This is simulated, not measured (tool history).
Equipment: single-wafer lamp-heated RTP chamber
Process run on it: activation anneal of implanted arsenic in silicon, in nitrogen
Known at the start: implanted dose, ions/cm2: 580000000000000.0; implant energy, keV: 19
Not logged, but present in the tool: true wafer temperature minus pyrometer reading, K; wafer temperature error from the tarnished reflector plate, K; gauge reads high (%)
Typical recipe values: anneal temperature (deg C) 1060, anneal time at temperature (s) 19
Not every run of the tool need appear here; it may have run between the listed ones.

run     day  anneal temperature (deg C)  anneal time at temperature (s)  wafers since the last listed run  wafers since the last pyrometer calibration  wafers since the reflector plate was cleaned  hours since the gauge calibration  read-back reference wafer on the same gauge, sheet resistance  sheet resistance of the implanted and annealed layer (ohm/square)
  1       0                        1060                              22                                 0                                         8373                                          3916                              218.4                                                         177.02                                                             170.22
  2   1.979                        1060                              22                               778                                         9152                                          4694                              265.9                                                         176.97                                                             170.53
      3.208  -- pyrometer window cleaned and pyrometer calibrated
  3   3.229                        1060                              22                               360                                            7                                          5055                              295.9                                                         177.06                                                             170.16
  4     5.3                        1044                              19                               814                                          822                                          5870                              345.6                                                         176.97                                                              173.5
      7.262  -- reflector plate cleaned
  5   7.358                        1044                              19                               678                                         1500                                            38                                395                                                         177.05                                                             175.58
  6  10.133                        1060                              19                              1091                                         2592                                          1129                              461.6                                                         177.11                                                             172.76
  7  11.238                        1060                              19                               434                                         3027                                          1564                              488.1                                                         177.06                                                             172.56
  8  13.621                        1077                              19                               937                                         3964                                          2502                              545.3                                                         176.97                                                             168.96
  9  14.942                        1077                              19                               519                                         4484                                          3021                                577                                                         176.99                                                             168.67
 10  16.683                        1077                              19                               685                                         5169                                          3706                              618.8                                                         176.99                                                             168.77
 11  18.888                        1060                              19                               867                                         6036                                          4574                              671.7                                                         176.98                                                              171.7
     20.875  -- reflector plate cleaned
 12  20.896                        1060                              19                               658                                         6695                                             8                              719.9                                                         177.08                                                             172.49
 13  22.858                        1060                              19                               772                                         7467                                           780                                767                                                         176.99                                                             172.82
 14  25.717                        1084                              13                              1124                                         8592                                          1904                              835.6                                                          176.9                                                              171.2
     26.983  -- pyrometer window cleaned and pyrometer calibrated
 15  27.779                        1060                              19                               680                                          313                                          2585                              885.1                                                         177.04                                                             172.58
 16  29.792                        1060                              19                               791                                         1105                                          3376                              933.4                                                         177.04                                                             171.34
 17  32.071                        1036                              19                               896                                         2002                                          4273                              988.1                                                         177.01                                                             176.61
 18  34.392                        1060                              10                               913                                         2915                                          5186                             1043.8                                                         176.94                                                             176.05
     35.696  -- reflector plate cleaned
 19  36.304                        1074                              29                               621                                         3536                                           239                             1089.7                                                         177.01                                                             165.08
 20  39.221                        1075                              19                              1147                                         4684                                          1387                             1159.7                                                         177.04                                                             169.06
 21    40.6                        1050                              26                               542                                         5226                                          1929                             1192.8                                                            177                                                             171.09
     46.008  -- gauge calibrated
     47.092  -- pyrometer window cleaned and pyrometer calibrated
 22  49.588                        1046                              25                              3404                                          981                                          5334                               85.9                                                         176.95                                                             171.29
 23  50.633                        1069                              14                               411                                         1392                                          5745                                111                                                         176.96                                                             172.43
 24  52.242                        1081                              19                               632                                         2025                                          6378                              149.6                                                         177.09                                                              166.5
     53.933  -- reflector plate cleaned
 25  55.062                        1060                              19                               978                                         3004                                           443                              217.3                                                         177.06                                                             172.75
 26  57.529                        1052                              15                               970                                         3974                                          1414                              276.5                                                         176.93                                                             175.91
 27  59.971                        1060                               9                               960                                         4935                                          2375                              335.1                                                            177                                                             178.58

Across each entry between runs, compare the hidden state at the last listed run before it with the hidden state at the first listed run after it:
Runs 2 to 3: pyrometer window cleaned and pyrometer calibrated (day 3.208)
  wafer temperature error from the tarnished reflector plate, K: 4.89 -> 5.87
  the result without the hidden state subtracted from the measured one, sheet resistance of the implanted and annealed layer (ohm/square): -1 -> -1.2
Runs 4 to 5: reflector plate cleaned (day 7.262)
  wafer temperature error from the tarnished reflector plate, K: 7.73 -> 0.547
  the result without the hidden state subtracted from the measured one, sheet resistance of the implanted and annealed layer (ohm/square): -1.49 -> -0.11
Runs 11 to 12: reflector plate cleaned (day 20.875)
  wafer temperature error from the tarnished reflector plate, K: 4.8 -> 0.836
  the result without the hidden state subtracted from the measured one, sheet resistance of the implanted and annealed layer (ohm/square): -0.97 -> -0.17
Runs 14 to 15: pyrometer window cleaned and pyrometer calibrated (day 26.983)
  wafer temperature error from the tarnished reflector plate, K: 1.57 -> 2.34
  the result without the hidden state subtracted from the measured one, sheet resistance of the implanted and annealed layer (ohm/square): -0.32 -> -0.47
Runs 18 to 19: reflector plate cleaned (day 35.696)
  wafer temperature error from the tarnished reflector plate, K: 6.58 -> 0.368
  the result without the hidden state subtracted from the measured one, sheet resistance of the implanted and annealed layer (ohm/square): -1.17 -> -0.08
Runs 21 to 22: gauge calibrated (day 46.008); pyrometer window cleaned and pyrometer calibrated (day 47.092)
  wafer temperature error from the tarnished reflector plate, K: 1.11 -> 6.43
  the result without the hidden state subtracted from the measured one, sheet resistance of the implanted and annealed layer (ohm/square): -0.22 -> -1.31
Runs 24 to 25: reflector plate cleaned (day 53.933)
  wafer temperature error from the tarnished reflector plate, K: 8.97 -> 0.327
  the result without the hidden state subtracted from the measured one, sheet resistance of the implanted and annealed layer (ohm/square): -1.84 -> -0.07
